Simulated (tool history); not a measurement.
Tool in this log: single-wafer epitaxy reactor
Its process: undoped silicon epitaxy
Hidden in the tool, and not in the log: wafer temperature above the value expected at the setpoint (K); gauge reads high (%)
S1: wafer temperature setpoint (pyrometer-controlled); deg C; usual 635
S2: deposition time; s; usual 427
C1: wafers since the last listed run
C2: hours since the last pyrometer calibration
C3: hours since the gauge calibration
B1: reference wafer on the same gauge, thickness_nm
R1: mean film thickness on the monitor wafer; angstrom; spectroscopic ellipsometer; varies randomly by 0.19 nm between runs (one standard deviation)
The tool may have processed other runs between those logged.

| run | day | S1 | S2 | C1 | C2 | C3 | B1 | R1 |
|---|---|---|---|---|---|---|---|---|
| 1 | 0 | 635 | 427 | 0 | 1915.6 | 370.4 | 54.834 | 492.21 |
| 2 | 1.617 | 635 | 409 | 165 | 1954.4 | 409.2 | 54.859 | 470.82 |
|  | 2.033 | gauge calibrated |
| 3 | 4.417 | 635 | 409 | 287 | 2021.6 | 57.2 | 54.921 | 469.24 |
| 4 | 5.338 | 635 | 470 | 94 | 2043.7 | 79.3 | 54.831 | 538.06 |
| 5 | 6.583 | 635 | 427 | 127 | 2073.6 | 109.2 | 54.939 | 487.87 |
| 6 | 7.188 | 635 | 427 | 61 | 2088.1 | 123.7 | 54.794 | 487.94 |
| 7 | 8.642 | 635 | 427 | 149 | 2123 | 158.6 | 54.952 | 483.1 |
| 8 | 9.217 | 635 | 427 | 59 | 2136.8 | 172.4 | 54.977 | 482.15 |
| 9 | 10.225 | 635 | 427 | 103 | 2161 | 196.6 | 54.928 | 484.92 |
| 10 | 10.725 | 635 | 427 | 51 | 2173 | 208.6 | 54.89 | 478.9 |
| 11 | 11.471 | 635 | 427 | 76 | 2190.9 | 226.5 | 54.845 | 481.38 |
| 12 | 12.125 | 635 | 427 | 67 | 2206.6 | 242.2 | 54.811 | 483.28 |
| 13 | 13.571 | 635 | 427 | 148 | 2241.3 | 276.9 | 54.908 | 481.54 |
| 14 | 14.838 | 635 | 427 | 129 | 2271.7 | 307.3 | 55.008 | 475.86 |
| 15 | 15.612 | 638 | 361 | 79 | 2290.3 | 325.9 | 54.802 | 430.67 |
| 16 | 16.629 | 638 | 361 | 104 | 2314.7 | 350.3 | 54.935 | 431.17 |
| 17 | 17.571 | 635 | 427 | 96 | 2337.3 | 372.9 | 54.929 | 475.54 |
| 18 | 18.4 | 635 | 507 | 85 | 2357.2 | 392.8 | 54.945 | 562.44 |
| 19 | 19.279 | 622 | 511 | 90 | 2378.3 | 413.9 | 54.852 | 421.25 |
| 20 | 20.192 | 635 | 427 | 93 | 2400.2 | 435.8 | 54.904 | 474.15 |
|  | 20.367 | gauge calibrated |
| 21 | 21.217 | 635 | 409 | 105 | 2424.8 | 20.4 | 54.871 | 453.22 |
| 22 | 22.558 | 629 | 499 | 137 | 2457 | 52.6 | 54.97 | 481.66 |
| 23 | 23.675 | 635 | 365 | 114 | 2483.8 | 79.4 | 54.863 | 398.75 |

Forecast run 24:
|  | 25.104 | pyrometer calibrated |
| 24 | 25.125 | 649 | 492 | 114 | 0.5 | 114.2 | ? | ? |

B1: 54.842
R1: 818.17 angstrom
Take away the tool's hidden state, keep the run-to-run variation as it was, and the same run would have given R1 825.54 angstrom.

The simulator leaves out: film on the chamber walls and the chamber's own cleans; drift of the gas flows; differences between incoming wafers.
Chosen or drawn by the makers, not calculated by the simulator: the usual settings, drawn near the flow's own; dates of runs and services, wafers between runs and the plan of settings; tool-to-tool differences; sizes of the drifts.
